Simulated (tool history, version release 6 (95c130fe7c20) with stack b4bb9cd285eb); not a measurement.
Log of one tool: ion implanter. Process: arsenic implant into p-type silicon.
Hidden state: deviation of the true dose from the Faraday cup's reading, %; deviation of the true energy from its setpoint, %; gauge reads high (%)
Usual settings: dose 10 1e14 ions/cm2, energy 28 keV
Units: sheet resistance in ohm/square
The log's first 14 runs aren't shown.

run,day,dose,energy,wafers since the last listed run,hours since the last dose calibration,hours since the extraction supply was calibrated,hours since the gauge calibration,"read-back reference wafer on the same gauge, sheet resistance",sheet resistance
15,7.692,10,36.5,148,2396.2,114.6,275.7,109.02,105.83
# day 8.508: Faraday cup replaced and dose calibrated
16,8.529,8.2,33.5,157,0.5,134.7,295.8,109,119.67
17,8.929,10,20.5,124,10.1,144.3,305.4,108.93,122.49
18,9.342,12.47,22.5,128,20,154.2,315.3,108.98,108.01
19,9.658,7.17,30.5,98,27.6,161.8,322.9,108.99,134.38
20,10.054,10,28,123,37.1,171.3,332.4,109.07,110.8
21,10.496,7.17,28,137,47.7,181.9,343,108.97,136.63
22,10.825,10,32.5,102,55.6,189.8,350.9,109.02,106.13
23,11.538,8.24,28,222,72.7,206.9,368,109.01,124.63
24,12.254,10,25,223,89.9,224.1,385.2,108.95,114.94
# day 13.067: gauge calibrated
25,13.533,11.4,33.5,399,120.6,254.8,11.2,108.99,97.87
26,13.796,11.63,18.5,81,126.9,261.1,17.5,108.94,118.68
27,14.908,10,28,347,153.6,287.8,44.2,109.01,110.78
28,15.475,10,28,176,167.2,301.4,57.8,109.03,111.26
29,15.771,7.59,18.5,92,174.3,308.5,64.9,108.99,144.67
30,16.375,7.47,25,188,188.8,323,79.4,109.09,136.73
31,17.308,10,28,291,211.2,345.4,101.8,109.02,110.87
32,17.588,10,28,87,217.9,352.1,108.5,108.98,111.1
33,18.154,7.73,19.5,176,231.5,365.7,122.1,109.06,141.58
34,18.808,8.29,31.5,204,247.2,381.4,137.8,108.92,120.79
35,19.267,10,28,143,258.2,392.4,148.8,109,110.6
36,19.588,12.69,36.5,100,265.9,400.1,156.5,108.99,90.04

5 ways to go on from here, each from the tool as it stands after run 36. What would each give?
A,19.604,10,23.5,5,266.3,400.5,156.9,?,?
B,19.604,7.86,19.5,5,266.3,400.5,156.9,?,?
C,19.604,10.81,33,5,266.3,400.5,156.9,?,?
D,19.604,7.23,33,5,266.3,400.5,156.9,?,?
E,19.604,12.66,35.5,5,266.3,400.5,156.9,?,?

run,"read-back reference wafer on the same gauge, sheet resistance",sheet resistance
A,109.09,117.22
B,109.09,140.32
C,109.09,101
D,109.09,131.33
E,109.09,91.16
Without the tool's hidden state the same runs would have given:
run,sheet resistance
A,117.47
B,140.65
C,101.24
D,131.74
E,91.33

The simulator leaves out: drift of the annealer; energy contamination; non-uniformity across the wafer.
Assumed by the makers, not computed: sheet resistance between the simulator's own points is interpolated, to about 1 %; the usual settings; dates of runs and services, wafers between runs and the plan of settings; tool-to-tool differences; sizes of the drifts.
